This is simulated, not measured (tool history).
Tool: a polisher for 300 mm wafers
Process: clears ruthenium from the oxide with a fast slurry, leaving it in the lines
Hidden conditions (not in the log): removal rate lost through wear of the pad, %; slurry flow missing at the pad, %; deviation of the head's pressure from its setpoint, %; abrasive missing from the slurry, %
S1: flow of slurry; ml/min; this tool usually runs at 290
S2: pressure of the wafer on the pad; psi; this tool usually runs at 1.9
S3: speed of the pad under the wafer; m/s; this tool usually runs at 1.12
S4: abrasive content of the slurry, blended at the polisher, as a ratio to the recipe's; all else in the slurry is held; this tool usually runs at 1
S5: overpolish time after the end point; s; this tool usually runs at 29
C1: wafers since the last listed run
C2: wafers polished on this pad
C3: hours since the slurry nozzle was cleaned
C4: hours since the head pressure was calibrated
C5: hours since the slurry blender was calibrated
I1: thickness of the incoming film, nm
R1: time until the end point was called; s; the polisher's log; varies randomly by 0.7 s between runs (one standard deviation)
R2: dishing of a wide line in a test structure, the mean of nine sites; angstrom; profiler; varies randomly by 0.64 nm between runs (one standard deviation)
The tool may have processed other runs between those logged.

run	hour	S1	S2	S3	S4	S5	C1	C2	C3	C4	C5	I1	R1	R2
1	0	290	1.4	1.3	1	29	0	1326	151.1	402	311.2	151	53.4	420
2	12.3	290	1.4	1.3	1	29	120	1446	163.4	414.3	323.5	146.5	53.7	421
# hour 30.4: worn pad replaced by a new one
3	80.2	290	1.9	1.12	1	29	626	488	231.3	482.2	391.4	153	46.2	462
# hour 83.3: slurry blender recalibrated
4	96	290	1.9	1.12	1	29	135	623	247.1	498	12.7	151.2	46.3	458
5	124.6	290	1.9	1.12	1	29	280	903	275.7	526.6	41.3	150.9	48.6	458
6	154.8	290	1.9	1.12	1	29	296	1200	305.9	556.8	71.5	150.2	47.1	462
7	168.2	290	1.9	1.12	1	29	131	1331	319.3	570.2	84.9	153.3	48.7	448
# hour 196.1: worn pad replaced by a new one
8	198.8	290	1.4	1.12	1	29	260	26	349.9	600.8	115.5	150	53	427
9	234.3	290	1.4	1.12	1	29	348	374	385.4	636.3	151	153.3	59.3	400
10	261.7	290	1.4	1.12	1	29	268	643	412.8	663.7	178.4	151.1	59.6	401
11	285.3	290	1.9	1.12	0.9	29	231	875	436.4	687.3	202	149.5	47.2	452
# hour 293.1: slurry nozzle cleaned
12	319.6	290	1.9	1.12	1	29	326	1201	26.5	721.6	236.3	149.3	44.6	470
13	336.1	255	1.9	1.12	1	21	161	1363	43	738.1	252.8	151.8	45.9	394
# hour 343.9: worn pad replaced by a new one
14	351.3	290	1.9	1.3	1	18	109	72	58.2	753.3	268	152.1	34.4	413
15	371.6	290	1.9	1.12	1	29	199	271	78.5	773.6	288.3	152.2	41.5	492
16	397.2	290	1.9	1.12	1	38	251	523	104.1	799.2	313.9	150.5	42.7	542
# hour 414.9: head pressure recalibrated
17	420.4	290	1.9	1.48	1	29	207	730	127.3	5.5	337.1	151.1	37.3	530
18	440.7	290	1.6	1.12	1.15	29	199	930	147.6	25.8	357.4	148.7	55.7	423
19	468.5	370	2.4	1.38	1.25	29	272	1202	175.4	53.6	385.2	150.7	29.8	571
# hour 478.1: slurry blender recalibrated
# hour 485.4: worn pad replaced by a new one
20	551.8	290	1.9	1.12	1	29	758	651	258.7	136.9	73.7	152.1	49.9	456
21	584.7	320	1.3	0.96	1.25	29	322	973	291.6	169.8	106.6	150.2	71.2	356
22	609.2	290	1.9	1.12	1	29	240	1214	316.1	194.3	131.1	149.8	49.6	451

Across each entry between runs, compare the hidden state at the last listed run before it with the hidden state at the first listed run after it:
Runs 2 to 3: worn pad replaced by a new one (hour 30.4)
  removal rate lost through wear of the pad, %: 12 -> 10.8; deviation of the head's pressure from its setpoint, %: 3.44 -> 4.77
  measured minus no-state result, R1: +5 -> +3.2 s; R2: -24 -> -17 angstrom
Runs 3 to 4: slurry blender recalibrated (hour 83.3)
  removal rate lost through wear of the pad, %: 10.8 -> 12; deviation of the head's pressure from its setpoint, %: 4.77 -> 5.11
  measured minus no-state result, R1: +3.2 -> +3.6 s; R2: -17 -> -20 angstrom
Runs 7 to 8: worn pad replaced by a new one (hour 196.1)
  removal rate lost through wear of the pad, %: 14.5 -> 2.79; deviation of the head's pressure from its setpoint, %: 6.8 -> 7.58
  measured minus no-state result, R1: +4.5 -> -2.2 s; R2: -22 -> +10 angstrom
Runs 11 to 12: slurry nozzle cleaned (hour 293.1)
  removal rate lost through wear of the pad, %: 12.6 -> 13.6; deviation of the head's pressure from its setpoint, %: 10 -> 11.1
  measured minus no-state result, R1: +2.1 -> +2.1 s; R2: -11 -> -12 angstrom
Runs 13 to 14: worn pad replaced by a new one (hour 343.9)
  removal rate lost through wear of the pad, %: 13.9 -> 3.14; deviation of the head's pressure from its setpoint, %: 11.6 -> 12.1
  measured minus no-state result, R1: +2.1 -> -2.6 s; R2: -12 -> +18 angstrom
Runs 16 to 17: head pressure recalibrated (hour 414.9)
  removal rate lost through wear of the pad, %: 9.69 -> 11.3; deviation of the head's pressure from its setpoint, %: 13.7 -> -0.765
  measured minus no-state result, R1: -0.7 -> +4.5 s; R2: +3 -> -29 angstrom
Runs 19 to 20: slurry blender recalibrated (hour 478.1); worn pad replaced by a new one (hour 485.4)
  removal rate lost through wear of the pad, %: 12.9 -> 11.1; deviation of the head's pressure from its setpoint, %: -0.703 -> -0.356
  measured minus no-state result, R1: +4 -> +5.7 s; R2: -26 -> -29 angstrom
